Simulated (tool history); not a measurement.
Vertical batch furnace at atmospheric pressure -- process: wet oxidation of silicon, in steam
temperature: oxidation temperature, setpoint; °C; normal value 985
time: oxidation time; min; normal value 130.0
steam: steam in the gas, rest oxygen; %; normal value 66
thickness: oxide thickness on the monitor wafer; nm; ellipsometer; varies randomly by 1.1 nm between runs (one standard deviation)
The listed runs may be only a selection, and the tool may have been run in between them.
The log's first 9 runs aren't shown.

run	hour	temperature	time	steam	wafers since the last listed run	hours since the last temperature calibration	hours since the steam generator was serviced	hours since the gauge calibration	read-back reference wafer on the same gauge, thickness	thickness
10	136.9	985	130.0	66	98	2126.5	1988.9	278.9	386.12	403.28
# hour 153.5: gauge calibrated
11	159.7	985	130.0	66	214	2149.3	2011.7	6.2	385.77	402.66
12	181.6	985	130.0	66	206	2171.2	2033.6	28.1	386.08	401.72
13	213.0	991	130.0	69	295	2202.6	2065.0	59.5	386.18	432.77
14	231.6	991	130.0	69	175	2221.2	2083.6	78.1	386.17	432.27
15	242.9	985	130.0	69	106	2232.5	2094.9	89.4	385.92	416.24
16	260.9	985	130.0	69	169	2250.5	2112.9	107.4	385.85	414.10
17	270.0	960	173.5	54	85	2259.6	2122.0	116.5	386.00	352.68
18	293.2	985	101.5	62	218	2282.8	2145.2	139.7	386.03	324.51
19	314.9	977	185.0	76	204	2304.5	2166.9	161.4	386.01	528.41
# hour 349.4: thermocouples replaced and temperature profile calibrated
20	349.9	985	104.0	76	103	0.5	2201.9	196.4	386.04	380.59
21	355.6	985	130.0	76	53	6.2	2207.6	202.1	386.13	441.53
22	371.0	985	130.0	66	144	21.6	2223.0	217.5	385.86	401.78
# hour 406.5: steam generator serviced
23	407.0	972	112.0	74	112	57.6	0.5	253.5	385.96	379.07
24	412.6	985	130.0	66	52	63.2	6.1	259.1	386.13	425.61
25	425.8	966	172.5	72	124	76.4	19.3	272.3	386.12	476.39
# hour 439.6: gauge calibrated
26	449.2	985	130.0	66	220	99.8	42.7	9.6	385.86	426.57
27	475.6	985	80.0	75	248	126.2	69.1	36.0	385.89	332.54
28	491.1	985	130.0	66	145	141.7	84.6	51.5	385.89	424.97
29	509.3	985	184.5	72	171	159.9	102.8	69.7	385.75	566.45
30	528.7	985	130.0	66	182	179.3	122.2	89.1	386.25	423.82
31	541.1	985	193.5	61	116	191.7	134.6	101.5	385.94	523.45
32	559.5	985	130.0	71	173	210.1	153.0	119.9	386.26	443.57

Below are 5 alternative next runs, each starting from the tool's condition after run 32. Predict each:
A	565.2	985	130.0	66	53	215.8	158.7	125.6	?	?
B	565.2	985	106.5	60	53	215.8	158.7	125.6	?	?
C	565.2	1010	155.0	72	53	215.8	158.7	125.6	?	?
D	565.2	1005	81.5	66	53	215.8	158.7	125.6	?	?
E	565.2	985	156.0	59	53	215.8	158.7	125.6	?	?

run	read-back reference wafer on the same gauge, thickness	thickness
A	386.13	422.78
B	386.13	345.59
C	386.13	587.10
D	386.13	355.60
E	386.13	443.18
What these runs would have given with no unlogged condition in the tool:
run	thickness
A	428.30
B	350.25
C	594.14
D	360.22
E	448.92

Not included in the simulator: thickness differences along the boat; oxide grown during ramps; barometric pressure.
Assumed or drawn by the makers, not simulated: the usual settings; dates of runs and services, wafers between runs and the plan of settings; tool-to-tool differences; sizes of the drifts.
